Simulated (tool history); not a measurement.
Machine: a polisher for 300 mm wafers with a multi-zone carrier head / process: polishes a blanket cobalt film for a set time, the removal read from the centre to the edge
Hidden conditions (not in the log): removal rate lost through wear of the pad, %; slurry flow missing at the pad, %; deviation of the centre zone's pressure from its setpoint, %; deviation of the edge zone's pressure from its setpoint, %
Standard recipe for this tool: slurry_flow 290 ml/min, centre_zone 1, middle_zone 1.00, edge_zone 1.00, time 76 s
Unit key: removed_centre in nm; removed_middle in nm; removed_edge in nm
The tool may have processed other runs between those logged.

run	hour	slurry_flow	centre_zone	middle_zone	edge_zone	time	wafers since the last listed run	wafers polished on this pad	hours since the slurry nozzle was cleaned	hours since the centre zone pressure was calibrated	hours since the edge zone pressure was calibrated	hours since the carrier head's membrane was replaced	incoming thickness of the incoming film, nm	removed_centre	removed_middle	removed_edge
1	0.0	290	1	1.00	1.00	76	0	4497	293.7	521.7	433.4	1636.6	1573.5	621.4	622.1	637.6
2	66.6	290	1	1.00	1.00	76	907	5404	360.3	588.3	500.0	1703.2	1580.9	603.6	623.9	641.5
# hour 104.0: edge zone pressure recalibrated
3	122.8	290	1	1.00	1.00	76	738	6143	416.5	644.5	18.8	1759.4	1574.4	609.7	609.6	630.5
# hour 142.4: carrier head's membrane replaced by a new one
# hour 142.6: worn pad replaced by a new one
4	221.6	290	1	1.00	1.00	76	1275	1076	515.3	743.3	117.6	79.2	1584.4	610.1	614.0	634.3
5	348.3	290	1	0.94	1.07	76	1726	2803	642.0	870.0	244.3	205.9	1586.8	600.9	571.0	662.9
6	415.3	290	1	1.00	1.00	76	913	3716	709.0	937.0	311.3	272.9	1596.6	585.6	605.2	622.9
7	491.1	290	1	1.00	1.00	76	1033	4749	784.8	1012.8	387.1	348.7	1551.4	600.0	601.9	626.2
# hour 515.5: slurry nozzle cleaned
8	597.9	290	1	1.00	1.00	76	1442	6191	82.4	1119.6	493.9	455.5	1581.3	624.9	639.7	665.3
# hour 637.1: edge zone pressure recalibrated
9	642.2	315	1	1.09	1.00	76	576	6768	126.7	1163.9	5.1	499.8	1589.3	631.3	674.1	666.6
# hour 715.6: worn pad replaced by a new one
10	732.7	290	1	0.96	1.08	76	1179	232	217.2	1254.4	95.6	590.3	1557.3	623.8	612.8	681.3

Run 11, settings as shown, results not yet in. Your forecast:
# hour 738.0: centre zone pressure recalibrated
11	785.4	345	1	1.00	1.00	76	691	923	269.9	47.4	148.3	643.0	1577.8	?	?	?

removed_centre: 633.1 nm
removed_middle: 633.9 nm
removed_edge: 657.1 nm
If the tool had no hidden condition, the same run with the same run-to-run variation would have returned removed_centre 641.3 nm, removed_middle 641.4 nm, removed_edge 663.1 nm.
